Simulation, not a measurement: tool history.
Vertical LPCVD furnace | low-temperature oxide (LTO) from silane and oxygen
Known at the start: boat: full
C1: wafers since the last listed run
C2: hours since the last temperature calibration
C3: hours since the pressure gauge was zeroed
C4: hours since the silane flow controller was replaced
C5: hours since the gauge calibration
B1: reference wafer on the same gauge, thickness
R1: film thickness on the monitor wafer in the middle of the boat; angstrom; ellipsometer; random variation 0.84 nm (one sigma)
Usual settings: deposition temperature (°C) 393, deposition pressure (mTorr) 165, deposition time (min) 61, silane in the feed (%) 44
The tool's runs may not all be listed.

Run 1, hour 0: usual settings but deposition pressure (mTorr) 180; C1 0; C2 2161.5; C3 3132.3; C4 4362.6; C5 14.1; B1 332.49. Result: R1 4489.3 angstrom.
Run 2, hour 15.5: usual settings but deposition pressure (mTorr) 180; C1 339; C2 2177; C3 3147.8; C4 4378.1; C5 29.6; B1 333.2. Result: R1 4505.4 angstrom.
Run 3, hour 31.7: usual settings but deposition pressure (mTorr) 190; C1 354; C2 2193.2; C3 3164; C4 4394.3; C5 45.8; B1 333.8. Result: R1 4769.9 angstrom.
Run 4, hour 52.1: usual settings but deposition pressure (mTorr) 190; C1 446; C2 2213.6; C3 3184.4; C4 4414.7; C5 66.2; B1 334.23. Result: R1 4769.6 angstrom.
Run 5, hour 103.2: usual settings; C1 1118; C2 2264.7; C3 3235.5; C4 4465.8; C5 117.3; B1 335.4. Result: R1 4158.1 angstrom.
Run 6, hour 116.3: usual settings; C1 286; C2 2277.8; C3 3248.6; C4 4478.9; C5 130.4; B1 335.66. Result: R1 4165.7 angstrom.
Run 7, hour 135.9: usual settings; C1 428; C2 2297.4; C3 3268.2; C4 4498.5; C5 150; B1 335.58. Result: R1 4173.6 angstrom.
At hour 208.4: silane flow controller replaced.
At hour 229: thermocouples replaced and temperature profile calibrated.
Run 8, hour 230.1: usual settings; C1 1086; C2 1.1; C3 3362.4; C4 21.7; C5 244.2; B1 336.78. Result: R1 4173.2 angstrom.
Run 9, hour 245.5: usual settings; C1 336; C2 16.5; C3 3377.8; C4 37.1; C5 259.6; B1 336.8. Result: R1 4183.6 angstrom.
Run 10, hour 278.7: usual settings; C1 726; C2 49.7; C3 3411; C4 70.3; C5 292.8; B1 337.12. Result: R1 4190 angstrom.
Run 11, hour 300: usual settings but deposition pressure (mTorr) 145; C1 466; C2 71; C3 3432.3; C4 91.6; C5 314.1; B1 336.85. Result: R1 3676.3 angstrom.
At hour 334.7: pressure gauge zeroed.
Run 12, hour 335.2: usual settings but deposition temperature (°C) 399, deposition time (min) 69, silane in the feed (%) 36; C1 245; C2 106.2; C3 0.5; C4 126.8; C5 349.3; B1 337.11. Result: R1 3973 angstrom.
At hour 347.8: gauge calibrated.
Run 13, hour 349.3: usual settings but deposition temperature (°C) 381, deposition pressure (mTorr) 185, deposition time (min) 41.5; C1 308; C2 120.3; C3 14.6; C4 140.9; C5 1.5; B1 332.73. Result: R1 2749.8 angstrom.
Run 14, hour 384.2: usual settings; C1 763; C2 155.2; C3 49.5; C4 175.8; C5 36.4; B1 333.79. Result: R1 4152.1 angstrom.
Run 15, hour 402.6: usual settings but deposition pressure (mTorr) 175, silane in the feed (%) 48; C1 402; C2 173.6; C3 67.9; C4 194.2; C5 54.8; B1 334.26. Result: R1 4816.6 angstrom.
Run 16, hour 436.1: usual settings but deposition pressure (mTorr) 175, silane in the feed (%) 50; C1 733; C2 207.1; C3 101.4; C4 227.7; C5 88.3; B1 335.12. Result: R1 5000.5 angstrom.
Run 17, hour 457.1: usual settings; C1 459; C2 228.1; C3 122.4; C4 248.7; C5 109.3; B1 335.5. Result: R1 4178.2 angstrom.
Run 18, hour 489.7: usual settings but deposition temperature (°C) 404; C1 713; C2 260.7; C3 155; C4 281.3; C5 141.9; B1 336. Result: R1 4692.5 angstrom.
Run 19, hour 511.6: usual settings but deposition temperature (°C) 397, deposition time (min) 41; C1 479; C2 282.6; C3 176.9; C4 303.2; C5 163.8; B1 336.69. Result: R1 2922.6 angstrom.

Forecast each of these 3 alternatives for the next run:
Run A, hour 515.9: usual settings but deposition time (min) 49; C1 94; C2 286.9; C3 181.2; C4 307.5; C5 168.1; B1 ?. Result: R1 ?.
Run B, hour 515.9: usual settings but deposition pressure (mTorr) 150, deposition time (min) 81.5; C1 94; C2 286.9; C3 181.2; C4 307.5; C5 168.1; B1 ?. Result: R1 ?.
Run C, hour 515.9: usual settings but deposition pressure (mTorr) 195, deposition time (min) 76; C1 94; C2 286.9; C3 181.2; C4 307.5; C5 168.1; B1 ?. Result: R1 ?.

run      B1      R1
  A  336.37  3345.7
  B  336.37  5058.9
  C  336.37  6132.8
Without the tool's hidden state the same runs would have given:
run      R1
  A  3301.2
  B  4991.6
  C  6051.2
